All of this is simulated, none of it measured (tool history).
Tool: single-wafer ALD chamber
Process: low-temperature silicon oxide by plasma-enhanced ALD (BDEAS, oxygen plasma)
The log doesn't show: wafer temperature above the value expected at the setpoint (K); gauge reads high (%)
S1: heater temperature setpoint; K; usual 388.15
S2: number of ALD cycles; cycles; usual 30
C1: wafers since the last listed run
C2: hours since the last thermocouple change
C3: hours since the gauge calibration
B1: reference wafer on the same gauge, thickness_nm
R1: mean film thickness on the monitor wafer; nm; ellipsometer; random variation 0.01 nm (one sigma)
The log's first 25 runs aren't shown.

| run | hour | S1 | S2 | C1 | C2 | C3 | B1 | R1 |
|---|---|---|---|---|---|---|---|---|
| 26 | 694.1 | 400.15 | 36 | 154 | 22.9 | 258.7 | 4.845 | 4.848 |
| 27 | 712.3 | 375.15 | 27 | 125 | 41.1 | 276.9 | 4.844 | 3.789 |
| 28 | 747.4 | 382.15 | 30 | 241 | 76.2 | 312.0 | 4.841 | 4.146 |
| 29 | 778.1 | 388.15 | 30 | 211 | 106.9 | 342.7 | 4.835 | 4.116 |
| 30 | 790.4 | 398.15 | 30 | 84 | 119.2 | 355.0 | 4.829 | 4.052 |
| 31 | 820.1 | 388.15 | 30 | 204 | 148.9 | 384.7 | 4.827 | 4.125 |
| 32 | 840.7 | 376.15 | 28 | 141 | 169.5 | 405.3 | 4.827 | 3.940 |
| 33 | 867.4 | 375.15 | 30 | 183 | 196.2 | 432.0 | 4.820 | 4.217 |
| 34 | 889.7 | 400.15 | 36 | 153 | 218.5 | 454.3 | 4.820 | 4.808 |

Forecast each of these 3 alternatives for the next run:
| A | 890.1 | 377.15 | 30 | 2 | 218.9 | 454.7 | ? | ? |
| B | 890.1 | 388.15 | 34 | 2 | 218.9 | 454.7 | ? | ? |
| C | 890.1 | 388.15 | 35 | 2 | 218.9 | 454.7 | ? | ? |

| run | B1 | R1 |
|---|---|---|
| A | 4.821 | 4.192 |
| B | 4.821 | 4.659 |
| C | 4.821 | 4.796 |
Without the tool's hidden state the same runs would have given:
| run | R1 |
|---|---|
| A | 4.279 |
| B | 4.756 |
| C | 4.896 |
